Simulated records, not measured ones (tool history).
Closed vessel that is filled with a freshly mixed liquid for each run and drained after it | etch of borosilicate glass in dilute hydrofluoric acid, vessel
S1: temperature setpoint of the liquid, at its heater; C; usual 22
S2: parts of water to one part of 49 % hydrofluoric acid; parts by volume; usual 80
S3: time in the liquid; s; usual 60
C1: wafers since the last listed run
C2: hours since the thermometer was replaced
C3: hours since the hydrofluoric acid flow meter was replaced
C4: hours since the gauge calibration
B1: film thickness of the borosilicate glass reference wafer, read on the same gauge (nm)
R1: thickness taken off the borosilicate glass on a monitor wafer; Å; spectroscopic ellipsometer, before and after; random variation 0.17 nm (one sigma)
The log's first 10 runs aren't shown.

Run 11, hour 158.5: usual settings; C1 1486; C2 1166.5; C3 524.9; C4 287.8; B1 59.94. Result: R1 299.8 Å.
Run 12, hour 172: usual settings; C1 1454; C2 1180; C3 538.4; C4 301.3; B1 60. Result: R1 303.2 Å.
Run 13, hour 183.9: usual settings but S1 18.5 C, S2 95 parts by volume, S3 95 s; C1 1281; C2 1191.9; C3 550.3; C4 313.2; B1 59.95. Result: R1 336.5 Å.
Run 14, hour 195.6: usual settings; C1 1260; C2 1203.6; C3 562; C4 324.9; B1 60.03. Result: R1 297.7 Å.
Run 15, hour 204.5: usual settings but S1 24 C; C1 958; C2 1212.5; C3 570.9; C4 333.8; B1 60.03. Result: R1 324.6 Å.
At hour 211.2: hydrofluoric acid flow meter replaced.
Run 16, hour 216.8: usual settings but S1 18 C, S2 115 parts by volume, S3 70 s; C1 1217; C2 1224.8; C3 5.6; C4 346.1; B1 59.98. Result: R1 197.4 Å.
Run 17, hour 222.9: usual settings but S2 105 parts by volume; C1 657; C2 1230.9; C3 11.7; C4 352.2; B1 60.03. Result: R1 221.7 Å.
Run 18, hour 235.9: usual settings but S1 18.5 C, S2 65 parts by volume, S3 30 s; C1 1400; C2 1243.9; C3 24.7; C4 365.2; B1 59.98. Result: R1 160.8 Å.
Run 19, hour 244.8: usual settings but S1 20.5 C, S2 45 parts by volume; C1 958; C2 1252.8; C3 33.6; C4 374.1; B1 60. Result: R1 520 Å.

The next listed run, before its measurement:
Run 20, hour 250.8: usual settings but S1 20.5 C, S2 45 parts by volume; C1 646; C2 1258.8; C3 39.6; C4 380.1; B1 ?. Result: R1 ?.

B1: 60
R1: 522.9 Å
Without the tool's hidden state the same run would have given R1 522.9 Å.
